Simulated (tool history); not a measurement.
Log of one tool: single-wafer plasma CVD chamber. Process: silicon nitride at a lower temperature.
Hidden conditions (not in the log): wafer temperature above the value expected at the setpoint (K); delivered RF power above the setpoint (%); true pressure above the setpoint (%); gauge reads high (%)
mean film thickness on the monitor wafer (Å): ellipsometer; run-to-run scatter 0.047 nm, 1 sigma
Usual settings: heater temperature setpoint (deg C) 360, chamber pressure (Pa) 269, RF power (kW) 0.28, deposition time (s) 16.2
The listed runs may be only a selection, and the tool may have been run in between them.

run     day  heater temperature setpoint (deg C)  chamber pressure (Pa)  RF power (kW)  deposition time (s)  wafers since the last listed run  hours since the last thermocouple change  hours since the last RF generator calibration  hours since the last manometer calibration  hours since the showerhead was replaced  hours since the gauge calibration  read-back reference wafer on the same gauge, thickness_nm  mean film thickness on the monitor wafer (Å)
  1       0                                  360                    269           0.28                 16.2                                 0                                    2759.9                                         1246.1                                       866.3                                   2422.5                              423.9                                                     21.503                                         196.9
  2   0.933                                  360                    269           0.28                 16.2                               393                                    2782.3                                         1268.5                                       888.7                                   2444.9                              446.3                                                     21.509                                         196.4
  3   2.342                                  360                    269           0.28                 16.2                               594                                    2816.1                                         1302.3                                       922.5                                   2478.7                              480.1                                                     21.517                                        197.39
  4   3.088                                  360                    269           0.28                 16.2                               314                                      2834                                         1320.2                                       940.4                                   2496.6                                498                                                     21.504                                        197.13
  5   3.846                                  360                    269           0.28                 16.2                               320                                    2852.2                                         1338.4                                       958.6                                   2514.8                              516.2                                                     21.476                                        197.31
  6    5.15                                  360                    269           0.28                 18.7                               550                                    2883.5                                         1369.7                                       989.9                                   2546.1                              547.5                                                     21.499                                        228.05
  7   5.833                                  356                    269           0.28                 16.2                               288                                    2899.9                                         1386.1                                      1006.3                                   2562.5                              563.9                                                     21.498                                        198.21
  8   6.825                                  360                    269           0.28                 14.3                               418                                    2923.7                                         1409.9                                      1030.1                                   2586.3                              587.7                                                     21.508                                        173.98
      7.812  -- thermocouple changed; heater temperature recalibrated
  9   7.833                                  360                    269           0.28                 14.3                               284                                       0.5                                         1434.1                                      1054.3                                   2610.5                              611.9                                                       21.5                                        175.15
 10   8.575                                  368                    269           0.28                 16.2                               313                                      18.3                                         1451.9                                      1072.1                                   2628.3                              629.7                                                     21.504                                         196.2
      9.292  -- RF generator calibrated
      9.383  -- gauge calibrated
     10.671  -- showerhead replaced
 11  12.717                                  360                    269           0.28                 16.2                              1466                                     117.7                                           82.2                                      1171.5                                     49.1                                 80                                                     21.508                                        197.66
 12  13.571                                  360                    224           0.28                 16.2                               360                                     138.2                                          102.7                                        1192                                     69.6                              100.5                                                     21.504                                        191.59
 13  16.579                                  360                    228           0.26                 16.2                              1269                                     210.4                                          174.9                                      1264.2                                    141.8                              172.7                                                     21.504                                        185.27
 14  17.721                                  349                    289           0.23                 16.2                               481                                     237.8                                          202.3                                      1291.6                                    169.2                              200.1                                                     21.489                                         182.5
     18.492  -- capacitance manometer re-zeroed and calibrated
 15  19.146                                  360                    239           0.28                 19.4                               460                                       272                                          236.5                                        15.7                                    203.4                              234.3                                                     21.525                                        228.51
 16  20.638                                  360                    207           0.28                   15                               629                                     307.8                                          272.3                                        51.5                                    239.2                              270.1                                                     21.507                                        173.58
 17  21.946                                  360                    269           0.28                 16.2                               552                                     339.2                                          303.7                                        82.9                                    270.6                              301.5                                                     21.502                                        195.87
 18  23.442                                  351                    269           0.28                 16.2                               631                                     375.1                                          339.6                                       118.8                                    306.5                              337.4                                                     21.518                                        195.37
 19  24.296                                  360                    269           0.28                 16.2                               360                                     395.6                                          360.1                                       139.3                                      327                              357.9                                                       21.5                                        195.78
 20  25.642                                  355                    304           0.24                 16.2                               568                                     427.9                                          392.4                                       171.6                                    359.3                              390.2                                                       21.5                                        185.45
 21  26.738                                  360                    239          0.225                 18.1                               462                                     454.2                                          418.7                                       197.9                                    385.6                              416.5                                                     21.501                                        193.04
 22  27.621                                  351                    231           0.32                 16.2                               372                                     475.4                                          439.9                                       219.1                                    406.8                              437.7                                                     21.519                                        205.55
 23  28.508                                  345                    220           0.28                 16.2                               374                                     496.7                                          461.2                                       240.4                                    428.1                                459                                                     21.507                                        191.25
 24  29.979                                  360                    269          0.245                 17.8                               620                                       532                                          496.5                                       275.7                                    463.4                              494.3                                                     21.497                                        201.43
 25  30.596                                  366                    301           0.23                 18.8                               260                                     546.8                                          511.3                                       290.5                                    478.2                              509.1                                                      21.48                                        211.03
 26   31.35                                  374                    296           0.25                 17.9                               318                                     564.9                                          529.4                                       308.6                                    496.3                              527.2                                                      21.51                                        207.03
 27  32.346                                  360                    269           0.28                 16.2                               420                                     588.8                                          553.3                                       332.5                                    520.2                              551.1                                                     21.481                                        195.27
 28    33.3                                  360                    269           0.28                 16.2                               402                                     611.7                                          576.2                                       355.4                                    543.1                                574                                                     21.518                                        196.15
 29  34.092                                  360                    220           0.28                 16.2                               334                                     630.7                                          595.2                                       374.4                                    562.1                                593                                                     21.496                                        190.42

Entry by entry between the runs, the difference in hidden state between the last listed run before and the first listed run after:
In the gap between runs 8 and 9: thermocouple changed; heater temperature recalibrated (day 7.812)
  true pressure above the setpoint (%): 6.93 -> 6.98
  difference, measured minus the result without the unlogged condition, mean film thickness on the monitor wafer (Å): +1.94 -> +1.97
In the gap between runs 10 and 11: RF generator calibrated (day 9.292); gauge calibrated (day 9.383); showerhead replaced (day 10.671)
  true pressure above the setpoint (%): 7.02 -> 7.19
  difference, measured minus the result without the unlogged condition, mean film thickness on the monitor wafer (Å): +2.21 -> +2.28
In the gap between runs 14 and 15: capacitance manometer re-zeroed and calibrated (day 18.492)
  true pressure above the setpoint (%): 7.36 -> 0.0261
  difference, measured minus the result without the unlogged condition, mean film thickness on the monitor wafer (Å): +2.15 -> +0.01
